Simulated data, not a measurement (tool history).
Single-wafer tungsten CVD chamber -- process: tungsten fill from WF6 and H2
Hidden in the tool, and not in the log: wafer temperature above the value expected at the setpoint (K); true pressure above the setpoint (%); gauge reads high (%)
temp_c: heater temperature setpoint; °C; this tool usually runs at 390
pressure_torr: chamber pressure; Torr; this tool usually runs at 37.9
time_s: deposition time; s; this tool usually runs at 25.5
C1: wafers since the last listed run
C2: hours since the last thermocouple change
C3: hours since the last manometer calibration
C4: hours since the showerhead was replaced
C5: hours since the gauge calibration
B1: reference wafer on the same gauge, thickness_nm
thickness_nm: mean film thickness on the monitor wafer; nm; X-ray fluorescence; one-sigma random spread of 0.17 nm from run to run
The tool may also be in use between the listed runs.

run 1 hour=0 | temp_c=390 pressure_torr=44 time_s=25.5 | C1=0 C2=1481.1 C3=1206.8 C4=4338 C5=1461.2 | B1=74.053 | thickness_nm=71.767
run 2 hour=44.4 | temp_c=390 pressure_torr=44 time_s=25.5 | C1=924 C2=1525.5 C3=1251.2 C4=4382.4 C5=1505.6 | B1=74.028 | thickness_nm=71.924
run 3 hour=87.1 | temp_c=390 pressure_torr=37.9 time_s=25.5 | C1=889 C2=1568.2 C3=1293.9 C4=4425.1 C5=1548.3 | B1=74.052 | thickness_nm=67.673
run 4 hour=200.7 | temp_c=390 pressure_torr=37.9 time_s=25.5 | C1=2365 C2=1681.8 C3=1407.5 C4=4538.7 C5=1661.9 | B1=74.19 | thickness_nm=67.383
-- hour=247.1 thermocouple changed; heater temperature recalibrated
run 5 hour=247.6 | temp_c=402 pressure_torr=37.9 time_s=25.5 | C1=809 C2=0.5 C3=1454.4 C4=4585.6 C5=1708.8 | B1=74.149 | thickness_nm=85.257
run 6 hour=288.6 | temp_c=390 pressure_torr=45 time_s=26.5 | C1=853 C2=41.5 C3=1495.4 C4=4626.6 C5=1749.8 | B1=74.19 | thickness_nm=75.507
run 7 hour=333.7 | temp_c=398 pressure_torr=37.9 time_s=25.5 | C1=938 C2=86.6 C3=1540.5 C4=4671.7 C5=1794.9 | B1=74.188 | thickness_nm=79.18
run 8 hour=380.1 | temp_c=390 pressure_torr=37.9 time_s=25.5 | C1=966 C2=133 C3=1586.9 C4=4718.1 C5=1841.3 | B1=74.253 | thickness_nm=67.911
run 9 hour=429 | temp_c=390 pressure_torr=37.9 time_s=25.5 | C1=1018 C2=181.9 C3=1635.8 C4=4767 C5=1890.2 | B1=74.22 | thickness_nm=67.682
run 10 hour=470.4 | temp_c=390 pressure_torr=37.9 time_s=25.5 | C1=861 C2=223.3 C3=1677.2 C4=4808.4 C5=1931.6 | B1=74.271 | thickness_nm=67.565
run 11 hour=510 | temp_c=390 pressure_torr=37.9 time_s=21.3 | C1=824 C2=262.9 C3=1716.8 C4=4848 C5=1971.2 | B1=74.346 | thickness_nm=56.443
run 12 hour=551 | temp_c=390 pressure_torr=37.9 time_s=25.5 | C1=853 C2=303.9 C3=1757.8 C4=4889 C5=2012.2 | B1=74.308 | thickness_nm=67.734
run 13 hour=605.5 | temp_c=390 pressure_torr=41.3 time_s=21.8 | C1=1134 C2=358.4 C3=1812.3 C4=4943.5 C5=2066.7 | B1=74.369 | thickness_nm=60.16
run 14 hour=666.1 | temp_c=401 pressure_torr=34.4 time_s=25.5 | C1=1261 C2=419 C3=1872.9 C4=5004.1 C5=2127.3 | B1=74.372 | thickness_nm=80.733
run 15 hour=721 | temp_c=384 pressure_torr=37.9 time_s=25.5 | C1=1143 C2=473.9 C3=1927.8 C4=5059 C5=2182.2 | B1=74.379 | thickness_nm=59.941
run 16 hour=789.3 | temp_c=402 pressure_torr=42.9 time_s=27.1 | C1=1422 C2=542.2 C3=1996.1 C4=5127.3 C5=2250.5 | B1=74.451 | thickness_nm=95.625
run 17 hour=835.8 | temp_c=390 pressure_torr=37.9 time_s=25.5 | C1=968 C2=588.7 C3=2042.6 C4=5173.8 C5=2297 | B1=74.518 | thickness_nm=67.693
run 18 hour=867.6 | temp_c=405 pressure_torr=37.9 time_s=29.7 | C1=662 C2=620.5 C3=2074.4 C4=5205.6 C5=2328.8 | B1=74.455 | thickness_nm=106.009
run 19 hour=910.3 | temp_c=390 pressure_torr=37.9 time_s=25.5 | C1=889 C2=663.2 C3=2117.1 C4=5248.3 C5=2371.5 | B1=74.413 | thickness_nm=67.918
run 20 hour=1120.8 | temp_c=390 pressure_torr=44.5 time_s=21 | C1=4382 C2=873.7 C3=2327.6 C4=5458.8 C5=2582 | B1=74.525 | thickness_nm=59.683
run 21 hour=1146.6 | temp_c=390 pressure_torr=46.6 time_s=25.5 | C1=537 C2=899.5 C3=2353.4 C4=5484.6 C5=2607.8 | B1=74.505 | thickness_nm=73.657
-- hour=1172.2 capacitance manometer re-zeroed and calibrated
-- hour=1187 gauge calibrated
run 22 hour=1197.2 | temp_c=402 pressure_torr=43 time_s=28.5 | C1=886 C2=950.1 C3=25 C4=5535.2 C5=10.2 | B1=73.442 | thickness_nm=99.318
-- hour=1221.8 showerhead replaced
run 23 hour=1289.7 | temp_c=405 pressure_torr=30.1 time_s=25.5 | C1=1759 C2=1042.6 C3=117.5 C4=67.9 C5=102.7 | B1=73.479 | thickness_nm=81.441
run 24 hour=1354.2 | temp_c=381 pressure_torr=42.3 time_s=29 | C1=1342 C2=1107.1 C3=182 C4=132.4 C5=167.2 | B1=73.533 | thickness_nm=66.145
run 25 hour=1402.6 | temp_c=390 pressure_torr=37.9 time_s=25.5 | C1=1007 C2=1155.5 C3=230.4 C4=180.8 C5=215.6 | B1=73.524 | thickness_nm=67.097
run 26 hour=1439.8 | temp_c=378 pressure_torr=31.7 time_s=29 | C1=774 C2=1192.7 C3=267.6 C4=218 C5=252.8 | B1=73.54 | thickness_nm=55.277
run 27 hour=1581.7 | temp_c=394 pressure_torr=37.9 time_s=22.9 | C1=2954 C2=1334.6 C3=409.5 C4=359.9 C5=394.7 | B1=73.594 | thickness_nm=65.32
-- hour=1614.4 thermocouple changed; heater temperature recalibrated
run 28 hour=1616.8 | temp_c=375 pressure_torr=40.6 time_s=27.6 | C1=564 C2=2.4 C3=444.6 C4=395 C5=429.8 | B1=73.646 | thickness_nm=54.236
run 29 hour=1652.6 | temp_c=399 pressure_torr=37.9 time_s=22 | C1=745 C2=38.2 C3=480.4 C4=430.8 C5=465.6 | B1=73.623 | thickness_nm=68.917
run 30 hour=1681 | temp_c=390 pressure_torr=37.9 time_s=25.5 | C1=591 C2=66.6 C3=508.8 C4=459.2 C5=494 | B1=73.648 | thickness_nm=67.287
run 31 hour=1740.6 | temp_c=403 pressure_torr=37.9 time_s=28.1 | C1=1240 C2=126.2 C3=568.4 C4=518.8 C5=553.6 | B1=73.67 | thickness_nm=95.372
run 32 hour=1787.3 | temp_c=390 pressure_torr=32.7 time_s=25.5 | C1=972 C2=172.9 C3=615.1 C4=565.5 C5=600.3 | B1=73.782 | thickness_nm=63.45
run 33 hour=1836.1 | temp_c=394 pressure_torr=45.7 time_s=29 | C1=1016 C2=221.7 C3=663.9 C4=614.3 C5=649.1 | B1=73.719 | thickness_nm=89.306

Exercise: give the hidden state of the tool at every run:
wafer temperature above the value expected at the setpoint (K): 0, the same for each run
true pressure above the setpoint (%): 0, the same for each run
H1: gauge reads high (%)
run=1 H1=0.589
run=2 H1=0.618
run=3 H1=0.646
run=4 H1=0.721
run=5 H1=0.751
run=6 H1=0.778
run=7 H1=0.807
run=8 H1=0.838
run=9 H1=0.87
run=10 H1=0.897
run=11 H1=0.923
run=12 H1=0.949
run=13 H1=0.985
run=14 H1=1.02
run=15 H1=1.06
run=16 H1=1.11
run=17 H1=1.14
run=18 H1=1.16
run=19 H1=1.18
run=20 H1=1.32
run=21 H1=1.34
run=22 H1=-0.239
run=23 H1=-0.179
run=24 H1=-0.137
run=25 H1=-0.105
run=26 H1=-0.0809
run=27 H1=0.0118
run=28 H1=0.0348
run=29 H1=0.0582
run=30 H1=0.0767
run=31 H1=0.116
run=32 H1=0.146
run=33 H1=0.178
